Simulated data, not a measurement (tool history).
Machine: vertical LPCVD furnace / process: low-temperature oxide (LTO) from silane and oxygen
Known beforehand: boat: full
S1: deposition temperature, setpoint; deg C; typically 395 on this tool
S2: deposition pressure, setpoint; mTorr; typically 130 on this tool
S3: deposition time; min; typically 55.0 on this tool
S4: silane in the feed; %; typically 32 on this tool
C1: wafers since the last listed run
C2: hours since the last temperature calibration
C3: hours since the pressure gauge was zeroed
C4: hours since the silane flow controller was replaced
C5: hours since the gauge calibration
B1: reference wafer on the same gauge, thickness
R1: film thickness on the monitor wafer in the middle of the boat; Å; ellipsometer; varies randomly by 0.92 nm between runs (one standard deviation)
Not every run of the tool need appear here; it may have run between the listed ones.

run 1 hour=0.0 | S1=395 S2=130 S3=55.0 S4=32 | C1=0 C2=1962.1 C3=1680.2 C4=4138.8 C5=216.0 | B1=200.64 | R1=1982.3
run 2 hour=48.7 | S1=395 S2=130 S3=55.0 S4=32 | C1=580 C2=2010.8 C3=1728.9 C4=4187.5 C5=264.7 | B1=199.90 | R1=1962.3
run 3 hour=88.1 | S1=395 S2=130 S3=55.0 S4=32 | C1=469 C2=2050.2 C3=1768.3 C4=4226.9 C5=304.1 | B1=199.74 | R1=1965.6
run 4 hour=116.0 | S1=395 S2=130 S3=66.5 S4=32 | C1=332 C2=2078.1 C3=1796.2 C4=4254.8 C5=332.0 | B1=198.69 | R1=2369.7
run 5 hour=169.1 | S1=395 S2=130 S3=66.5 S4=32 | C1=632 C2=2131.2 C3=1849.3 C4=4307.9 C5=385.1 | B1=198.64 | R1=2363.2
run 6 hour=228.6 | S1=404 S2=130 S3=55.0 S4=32 | C1=708 C2=2190.7 C3=1908.8 C4=4367.4 C5=444.6 | B1=198.22 | R1=2174.5
-- hour=265.0 pressure gauge zeroed
run 7 hour=265.5 | S1=404 S2=130 S3=55.0 S4=32 | C1=153 C2=2227.6 C3=0.5 C4=4404.3 C5=481.5 | B1=198.15 | R1=2171.3
-- hour=308.6 thermocouples replaced and temperature profile calibrated
run 8 hour=318.7 | S1=395 S2=130 S3=55.0 S4=32 | C1=347 C2=10.1 C3=53.7 C4=4457.5 C5=534.7 | B1=198.06 | R1=1944.5
run 9 hour=356.5 | S1=395 S2=130 S3=39.5 S4=32 | C1=450 C2=47.9 C3=91.5 C4=4495.3 C5=572.5 | B1=197.90 | R1=1396.7
run 10 hour=399.7 | S1=395 S2=130 S3=71.0 S4=32 | C1=514 C2=91.1 C3=134.7 C4=4538.5 C5=615.7 | B1=197.25 | R1=2517.3
run 11 hour=460.8 | S1=395 S2=130 S3=55.0 S4=32 | C1=727 C2=152.2 C3=195.8 C4=4599.6 C5=676.8 | B1=197.32 | R1=1935.1
-- hour=514.0 silane flow controller replaced
run 12 hour=514.5 | S1=395 S2=130 S3=66.5 S4=32 | C1=353 C2=205.9 C3=249.5 C4=0.5 C5=730.5 | B1=197.56 | R1=2355.7
run 13 hour=524.7 | S1=395 S2=130 S3=55.0 S4=32 | C1=121 C2=216.1 C3=259.7 C4=10.7 C5=740.7 | B1=197.12 | R1=1945.6
run 14 hour=594.0 | S1=390 S2=145 S3=64.5 S4=30 | C1=825 C2=285.4 C3=329.0 C4=80.0 C5=810.0 | B1=197.21 | R1=2180.4
-- hour=629.5 gauge calibrated
run 15 hour=635.7 | S1=388 S2=100 S3=55.0 S4=35 | C1=496 C2=327.1 C3=370.7 C4=121.7 C5=6.2 | B1=204.83 | R1=1619.2
run 16 hour=674.9 | S1=405 S2=160 S3=75.0 S4=28 | C1=466 C2=366.3 C3=409.9 C4=160.9 C5=45.4 | B1=204.00 | R1=3119.0
run 17 hour=700.0 | S1=395 S2=115 S3=64.0 S4=32 | C1=298 C2=391.4 C3=435.0 C4=186.0 C5=70.5 | B1=203.31 | R1=2072.9
run 18 hour=754.6 | S1=395 S2=115 S3=55.0 S4=32 | C1=650 C2=446.0 C3=489.6 C4=240.6 C5=125.1 | B1=201.96 | R1=1760.8
run 19 hour=787.3 | S1=395 S2=120 S3=55.0 S4=34 | C1=389 C2=478.7 C3=522.3 C4=273.3 C5=157.8 | B1=201.36 | R1=2003.2

Alternative continuations, all from the tool just after run 19; predict every row:
run A hour=792.6 | S1=395 S2=130 S3=55.0 S4=32 | C1=63 C2=484.0 C3=527.6 C4=278.6 C5=163.1 | B1=? | R1=?
run B hour=792.6 | S1=406 S2=130 S3=55.0 S4=32 | C1=63 C2=484.0 C3=527.6 C4=278.6 C5=163.1 | B1=? | R1=?
run C hour=792.6 | S1=395 S2=130 S3=36.5 S4=32 | C1=63 C2=484.0 C3=527.6 C4=278.6 C5=163.1 | B1=? | R1=?
run D hour=792.6 | S1=398 S2=145 S3=55.0 S4=35 | C1=63 C2=484.0 C3=527.6 C4=278.6 C5=163.1 | B1=? | R1=?
run E hour=792.6 | S1=395 S2=110 S3=55.0 S4=29 | C1=63 C2=484.0 C3=527.6 C4=278.6 C5=163.1 | B1=? | R1=?

run=A B1=201.38 R1=1965.7
run=B B1=201.38 R1=2235.8
run=C B1=201.38 R1=1304.5
run=D B1=201.38 R1=2571.5
run=E B1=201.38 R1=1440.0
Without the tool's hidden state the same runs would have given:
run=A R1=1988.7
run=B R1=2261.9
run=C R1=1319.7
run=D R1=2601.6
run=E R1=1456.8
